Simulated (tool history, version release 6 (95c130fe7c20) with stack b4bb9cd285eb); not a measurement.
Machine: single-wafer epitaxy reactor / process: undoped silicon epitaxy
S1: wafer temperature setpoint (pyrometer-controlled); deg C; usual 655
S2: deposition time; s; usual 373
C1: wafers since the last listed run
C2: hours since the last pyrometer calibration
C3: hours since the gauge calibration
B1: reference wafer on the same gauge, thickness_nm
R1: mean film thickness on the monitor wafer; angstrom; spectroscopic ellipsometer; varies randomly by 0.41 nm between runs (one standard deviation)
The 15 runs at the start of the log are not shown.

run,hour,S1,S2,C1,C2,C3,B1,R1
16,410.9,655,373,41,59.5,398.2,60.502,721.64
17,432.3,655,373,63,80.9,419.6,60.511,728.71
18,458.9,659,350,79,107.5,446.2,60.155,751.69
19,491.7,659,350,97,140.3,479,60.362,756.42
20,516.4,648,406,73,165,503.7,60.369,672.28
21,539.2,649,325,68,187.8,526.5,60.338,545.05
# hour 539.5: gauge calibrated
22,572.8,662,319,100,221.4,33.3,60.227,732.37
23,607.4,655,373,103,256,67.9,60.159,719.45
24,637,655,373,88,285.6,97.5,60.356,718.8
25,650.3,655,373,39,298.9,110.8,60.261,720.47
26,674.3,662,403,71,322.9,134.8,60.286,928.87
27,694.6,650,400,60,343.2,155.1,60.419,681.75
28,721.5,655,373,80,370.1,182,60.351,717.41
29,757.5,661,442,107,406.1,218,60.292,970.52
30,774.3,655,373,50,422.9,234.8,60.288,712.52
31,800.8,655,373,79,449.4,261.3,60.364,707.72
32,827.7,641,351,80,476.3,288.2,60.309,469.79
33,845.2,663,419,52,493.8,305.7,60.368,978.07
34,870.3,667,328,74,518.9,330.8,60.441,835.04
35,902.7,669,316,96,551.3,363.2,60.412,849.05
36,922.6,646,373,59,571.2,383.1,60.148,568.94
37,937.3,649,319,43,585.9,397.8,60.282,521.01
38,966.9,663,323,88,615.5,427.4,60.358,742.92
39,996.9,668,349,89,645.5,457.4,60.05,908.8

Alternative continuations, all from the tool just after run 39; predict every row:
A,997.4,655,340,1,646,457.9,?,?
B,997.4,669,310,1,646,457.9,?,?
C,997.4,655,314,1,646,457.9,?,?
D,997.4,655,315,1,646,457.9,?,?

run,B1,R1
A,60.172,643.41
B,60.172,823.98
C,60.172,594.21
D,60.172,596.1
Take away the tool's hidden state, keep each run's random variation, and the runs would have read:
run,R1
A,673.96
B,861.77
C,622.43
D,624.41
